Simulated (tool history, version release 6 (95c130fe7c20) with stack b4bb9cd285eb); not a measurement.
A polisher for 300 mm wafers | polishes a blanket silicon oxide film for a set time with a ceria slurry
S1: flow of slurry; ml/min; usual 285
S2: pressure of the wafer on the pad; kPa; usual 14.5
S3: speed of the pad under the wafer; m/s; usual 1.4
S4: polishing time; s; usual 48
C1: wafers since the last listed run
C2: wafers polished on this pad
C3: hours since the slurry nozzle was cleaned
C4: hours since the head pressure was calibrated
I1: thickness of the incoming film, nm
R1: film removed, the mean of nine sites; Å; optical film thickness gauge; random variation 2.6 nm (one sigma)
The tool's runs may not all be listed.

run   hour   S1    S2    S3  S4   C1    C2     C3      C4      I1    R1
  1      0  285  17.9  1.58  48    0   272  203.8   947.1  1882.8  3256
  2   31.9  285  14.5   1.6  38  296   569  235.7     979  1853.4  2105
      63.1  -- worn pad replaced by a new one
  3   77.2  285  14.5   1.6  38  384   131    281  1024.3    1849  2152
  4     94  285  14.5   1.4  48  156   287  297.8  1041.1    1831  2459
  5  110.3  285  14.5   1.4  48  151   439  314.1  1057.4  1870.6  2375
  6  127.9  285  14.5   1.4  48  163   602  331.7    1075  1894.5  2433
  7  138.9  285  14.5   1.4  48  102   705  342.7    1086    1872  2377
  8  150.5  285  14.5   1.2  48  107   813  354.3  1097.6  1873.1  2163
     160.7  -- worn pad replaced by a new one
  9  163.8  285  14.5   1.2  48   86    28  367.6  1110.9  1884.2  2178
 10  176.4  285  14.5   1.4  48  117   146  380.2  1123.5  1867.2  2423
 11    191  285  14.5   1.4  48  135   281  394.8  1138.1  1844.2  2407
 12    202  285  14.5   1.4  48  102   384  405.8  1149.1  1849.7  2424
 13  219.9  325  14.5   1.4  48  166   550  423.7    1167  1852.7  2399
 14    228  325  14.5   1.4  48   75   626  431.8  1175.1  1851.4  2461
 15  241.3  325  14.5   1.4  48  123   749  445.1  1188.4  1884.5  2439
 16  248.2  285  13.1   1.4  48   64   813    452  1195.3    1876  2253
 17    262  285  13.1   1.4  48  128   942  465.8  1209.1  1870.2  2213
     268.7  -- worn pad replaced by a new one
 18  277.5  285  14.5   1.6  48  106    82  481.3  1224.6  1874.2  2666
 19  286.4  285  14.5   1.4  48   82   165  490.2  1233.5  1887.9  2433
 20  297.5  355  12.4  1.64  62  103   268  501.3  1244.6  1864.4  3195
 21  311.4  285  14.5   1.4  48  129   397  515.2  1258.5    1868  2440
     317.9  -- slurry nozzle cleaned
 22    325  285  14.5  1.14  48  117   514    7.1  1272.1  1830.5  2056
 23  339.1  285  14.5     1  48  131   645   21.2  1286.2  1843.9  1875
 24  351.5  285  14.5   1.4  32  115   761   33.6  1298.6  1886.7  1622
     367.7  -- head pressure recalibrated
 25  368.2  285  14.5  1.72  33  136   898   50.3     0.5  1900.3  1955
 26  379.8  285  14.5   1.4  48  107  1005   61.9    12.1  1876.1  2374
     384.8  -- worn pad replaced by a new one
 27    396  370  14.5   1.4  40  113   104   78.1    28.3  1843.2  2061
 28  407.7  285  14.5   1.4  48  108   213   89.8      40  1826.9  2456
 29  419.6  285  16.5   1.4  48  110   324  101.7    51.9  1866.8  2700
 30  430.8  375  14.5   1.4  48  104   428  112.9    63.1  1870.5  2465
 31  438.9  215  15.9  1.22  53   75   503    121    71.2  1842.3  2514
 32  448.9  285  14.5  1.78  34   93   596    131    81.2  1854.8  2102
 33    462  285  14.5   1.4  48  121   718  144.1    94.3    1853  2454
 34  470.8  285  14.5   1.4  48   81   800  152.9   103.1    1870  2448
     476.3  -- worn pad replaced by a new one
 35  479.3  285  14.5  1.84  56   41    28  161.4   111.6  1866.7  3554
 36  494.4  285  17.9   1.4  48  140   168  176.5   126.7    1874  2865
 37  502.6  285  12.4  1.76  42   76   244  184.7   134.9  1871.3  2220

Hidden state at the last listed run before each entry between runs and at the first one after, where it differs:
Between runs 2 and 3: worn pad replaced by a new one (hour 63.1)
  no hidden state differs between the two runs
Between runs 8 and 9: worn pad replaced by a new one (hour 160.7)
  no hidden state differs between the two runs
Between runs 17 and 18: worn pad replaced by a new one (hour 268.7)
  no hidden state differs between the two runs
Between runs 21 and 22: slurry nozzle cleaned (hour 317.9)
  no hidden state differs between the two runs
Between runs 24 and 25: head pressure recalibrated (hour 367.7)
  no hidden state differs between the two runs
Between runs 26 and 27: worn pad replaced by a new one (hour 384.8)
  no hidden state differs between the two runs
Between runs 34 and 35: worn pad replaced by a new one (hour 476.3)
  no hidden state differs between the two runs
